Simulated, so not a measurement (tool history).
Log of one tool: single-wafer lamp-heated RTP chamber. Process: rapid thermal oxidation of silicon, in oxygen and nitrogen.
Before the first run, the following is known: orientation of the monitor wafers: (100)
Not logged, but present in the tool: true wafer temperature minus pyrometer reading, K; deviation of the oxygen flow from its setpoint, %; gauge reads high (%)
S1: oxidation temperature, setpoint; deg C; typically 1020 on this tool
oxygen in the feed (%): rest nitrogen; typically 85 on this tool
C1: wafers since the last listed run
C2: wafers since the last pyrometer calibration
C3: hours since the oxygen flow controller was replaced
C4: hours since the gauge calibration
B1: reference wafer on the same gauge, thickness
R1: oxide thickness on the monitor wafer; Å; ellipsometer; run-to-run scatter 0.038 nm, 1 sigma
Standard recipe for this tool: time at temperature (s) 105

Run 1, hour 0: usual settings; C1 0; C2 550; C3 4790.8; C4 481.5; B1 7.54. Result: R1 92.26 Å.
Run 2, hour 101.2: usual settings; C1 1035; C2 1586; C3 4892; C4 582.7; B1 7.54. Result: R1 93.51 Å.
Run 3, hour 183.8: usual settings; C1 845; C2 2431; C3 4974.6; C4 665.3; B1 7.545. Result: R1 94.06 Å.
Run 4, hour 244.5: usual settings but time at temperature (s) 80; C1 621; C2 3052; C3 5035.3; C4 726; B1 7.542. Result: R1 83.14 Å.
Run 5, hour 324.2: usual settings but time at temperature (s) 80; C1 815; C2 3867; C3 5115; C4 805.7; B1 7.533. Result: R1 83.22 Å.
Run 6, hour 361: usual settings but oxygen in the feed (%) 72; C1 376; C2 4244; C3 5151.8; C4 842.5; B1 7.538. Result: R1 88.83 Å.
Run 7, hour 463.6: usual settings; C1 1049; C2 5294; C3 5254.4; C4 945.1; B1 7.548. Result: R1 94.5 Å.
At hour 506.5: oxygen flow controller replaced.
Run 8, hour 507: usual settings; C1 362; C2 5656; C3 0.5; C4 988.5; B1 7.532. Result: R1 95.14 Å.
At hour 524.5: gauge calibrated.
Run 9, hour 580.3: usual settings; C1 750; C2 6406; C3 73.8; C4 55.8; B1 7.546. Result: R1 95.72 Å.
Run 10, hour 639.6: usual settings; C1 606; C2 7013; C3 133.1; C4 115.1; B1 7.543. Result: R1 96.18 Å.
At hour 679.4: pyrometer window cleaned and pyrometer calibrated.
Run 11, hour 679.7: usual settings but S1 1004 deg C, time at temperature (s) 83, oxygen in the feed (%) 98; C1 328; C2 3; C3 173.2; C4 155.2; B1 7.546. Result: R1 78.01 Å.
Run 12, hour 754.1: usual settings but time at temperature (s) 75; C1 761; C2 764; C3 247.6; C4 229.6; B1 7.537. Result: R1 80.13 Å.
Run 13, hour 824.3: usual settings but S1 990 deg C, time at temperature (s) 57, oxygen in the feed (%) 98; C1 718; C2 1482; C3 317.8; C4 299.8; B1 7.542. Result: R1 60.26 Å.
Run 14, hour 876.6: usual settings; C1 535; C2 2017; C3 370.1; C4 352.1; B1 7.527. Result: R1 93.13 Å.
Run 15, hour 941.1: usual settings but S1 997 deg C, oxygen in the feed (%) 98; C1 660; C2 2677; C3 434.6; C4 416.6; B1 7.535. Result: R1 83.77 Å.
Run 16, hour 1011.3: usual settings but S1 1006 deg C, time at temperature (s) 90, oxygen in the feed (%) 98; C1 718; C2 3396; C3 504.8; C4 486.8; B1 7.552. Result: R1 83.51 Å.
Run 17, hour 1063.3: usual settings; C1 532; C2 3928; C3 556.8; C4 538.8; B1 7.536. Result: R1 94.6 Å.
Run 18, hour 1169.5: usual settings but time at temperature (s) 62; C1 1086; C2 5015; C3 663; C4 645; B1 7.527. Result: R1 75.3 Å.

Consider 3 possible next runs. They are alternatives, not a sequence: every one starts from the tool as it was left by run 18. What does each give?
Run A, hour 1169.9: usual settings but S1 991 deg C; C1 4; C2 5019; C3 663.4; C4 645.4; B1 ?. Result: R1 ?.
Run B, hour 1169.9: usual settings but time at temperature (s) 154; C1 4; C2 5019; C3 663.4; C4 645.4; B1 ?. Result: R1 ?.
Run C, hour 1169.9: usual settings but S1 994 deg C; C1 4; C2 5019; C3 663.4; C4 645.4; B1 ?. Result: R1 ?.

run     B1      R1
  A  7.537   77.58
  B  7.537  114.48
  C  7.537   79.33
Without the tool's unlogged condition, the same runs would have read:
run     R1
  A  74.46
  B    110
  C  76.15
